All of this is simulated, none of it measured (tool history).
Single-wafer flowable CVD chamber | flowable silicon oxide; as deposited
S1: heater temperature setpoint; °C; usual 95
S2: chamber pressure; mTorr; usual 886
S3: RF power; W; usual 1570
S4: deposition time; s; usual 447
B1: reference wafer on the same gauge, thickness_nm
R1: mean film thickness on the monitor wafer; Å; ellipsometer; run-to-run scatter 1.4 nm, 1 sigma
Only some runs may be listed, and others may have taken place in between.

run	hour	S1	S2	S3	S4	B1	R1
1	0	95	886	1570	447	399.256	3357.68
2	38.5	95	886	1570	447	399.359	3341.73
3	102.4	95	886	1375	476	398.717	3407.11
4	143.3	95	886	1375	476	399.38	3440.73
5	210.9	95	886	1570	447	398.419	3356.05
6	247.9	95	886	1570	447	398.933	3350.78
# hour 302.7: RF generator calibrated
7	349	95	886	1570	447	398.937	3388.18
8	409.4	89	740	1395	416	398.946	3060.97
# hour 479.3: thermocouple changed; heater temperature recalibrated
9	530.1	95	886	1570	447	399.023	3372.85
# hour 547.9: gauge calibrated
10	561.7	86	886	1720	512	399.077	5270.06
11	628.8	106	1062	1655	447	399.325	2804.67
12	668.9	95	981	1570	503	399.279	4171.51
13	694.8	95	886	1570	447	399.477	3360.35
14	727.5	95	886	1570	447	399.117	3358.66

The next listed run, before its measurement:
15	791.6	95	886	1570	447	?	?

{"run 15": {"B1": 399.414, "R1": 3376.96}}
Minus the tool's unlogged condition, the same run would have read R1 3376.96 Å.
